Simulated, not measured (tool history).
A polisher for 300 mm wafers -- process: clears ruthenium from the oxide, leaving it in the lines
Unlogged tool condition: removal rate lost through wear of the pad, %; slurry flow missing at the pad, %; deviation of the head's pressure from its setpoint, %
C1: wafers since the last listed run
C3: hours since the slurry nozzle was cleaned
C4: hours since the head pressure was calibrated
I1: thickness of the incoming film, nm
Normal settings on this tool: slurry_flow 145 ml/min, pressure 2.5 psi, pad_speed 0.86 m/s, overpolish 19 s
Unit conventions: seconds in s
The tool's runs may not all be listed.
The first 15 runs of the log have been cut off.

At day 32.483: slurry nozzle cleaned.
Run 16, day 34.454: usual settings but pressure 1.9 psi, pad_speed 1.14 m/s, overpolish 22 s; C1 246; wafers polished on this pad 435; C3 47.3; C4 304.5; I1 114.9. Result: seconds 100.8 s.
Run 17, day 36.975: usual settings but slurry_flow 120 ml/min, pad_speed 0.56 m/s; C1 287; wafers polished on this pad 723; C3 107.8; C4 365.0; I1 114.6. Result: seconds 128.9 s.
Run 18, day 39.296: usual settings; C1 265; wafers polished on this pad 989; C3 163.5; C4 420.7; I1 115.7. Result: seconds 95.4 s.
At day 39.800: head pressure recalibrated.
Run 19, day 41.179: usual settings but slurry_flow 110 ml/min, pressure 2.9 psi; C1 205; wafers polished on this pad 1194; C3 208.7; C4 33.1; I1 116.4. Result: seconds 88.2 s.
Run 20, day 43.567: usual settings but slurry_flow 170 ml/min, pressure 2.2 psi, pad_speed 0.64 m/s, overpolish 29 s; C1 272; wafers polished on this pad 1467; C3 266.0; C4 90.4; I1 116.5. Result: seconds 134.1 s.
Run 21, day 46.042: usual settings but slurry_flow 120 ml/min, pad_speed 0.56 m/s; C1 282; wafers polished on this pad 1750; C3 325.4; C4 149.8; I1 114.3. Result: seconds 133.5 s.
Run 22, day 48.483: usual settings but slurry_flow 115 ml/min, pressure 2.0 psi, overpolish 9 s; C1 278; wafers polished on this pad 2029; C3 384.0; C4 208.4; I1 115.8. Result: seconds 136.5 s.
At day 48.917: worn pad replaced by a new one.
Run 23, day 49.904: usual settings; C1 143; wafers polished on this pad 112; C3 418.1; C4 242.5; I1 114.5. Result: seconds 93.4 s.
Run 24, day 51.608: usual settings but slurry_flow 110 ml/min; C1 194; wafers polished on this pad 307; C3 459.0; C4 283.4; I1 114.8. Result: seconds 102.1 s.
Run 25, day 53.946: usual settings; C1 267; wafers polished on this pad 574; C3 515.1; C4 339.5; I1 113.8. Result: seconds 99.9 s.
Run 26, day 55.529: usual settings but pressure 1.6 psi; C1 180; wafers polished on this pad 755; C3 553.1; C4 377.5; I1 117.2. Result: seconds 158.6 s.
At day 56.992: head pressure recalibrated.
Run 27, day 57.383: usual settings; C1 202; wafers polished on this pad 957; C3 597.6; C4 9.4; I1 117.4. Result: seconds 103.9 s.
Run 28, day 59.246: usual settings but pad_speed 1.04 m/s; C1 212; wafers polished on this pad 1170; C3 642.3; C4 54.1; I1 116.6. Result: seconds 91.5 s.
At day 60.808: slurry nozzle cleaned.
Run 29, day 60.846: usual settings; C1 178; wafers polished on this pad 1348; C3 0.9; C4 92.5; I1 114.3. Result: seconds 98.4 s.
Run 30, day 62.608: usual settings but pressure 2.1 psi, pad_speed 0.70 m/s, overpolish 14 s; C1 201; wafers polished on this pad 1549; C3 43.2; C4 134.8; I1 114.0. Result: seconds 133.0 s.
Run 31, day 64.533: usual settings but pressure 2.2 psi, pad_speed 1.06 m/s; C1 219; wafers polished on this pad 1769; C3 89.4; C4 181.0; I1 115.8. Result: seconds 99.0 s.
At day 65.267: worn pad replaced by a new one.
Run 32, day 65.667: usual settings but overpolish 9 s; C1 110; wafers polished on this pad 45; C3 116.6; C4 208.2; I1 113.8. Result: seconds 93.3 s.

Run 33 has not been measured yet. What should we expect?
Run 33, day 68.300: usual settings but pad_speed 1.06 m/s, overpolish 11 s; C1 300; wafers polished on this pad 346; C3 179.8; C4 271.4; I1 114.0. Result: seconds ?.

{"run 33": {"seconds": 80.3}}
Without the tool's hidden state the same run would have given seconds 78.0 s.

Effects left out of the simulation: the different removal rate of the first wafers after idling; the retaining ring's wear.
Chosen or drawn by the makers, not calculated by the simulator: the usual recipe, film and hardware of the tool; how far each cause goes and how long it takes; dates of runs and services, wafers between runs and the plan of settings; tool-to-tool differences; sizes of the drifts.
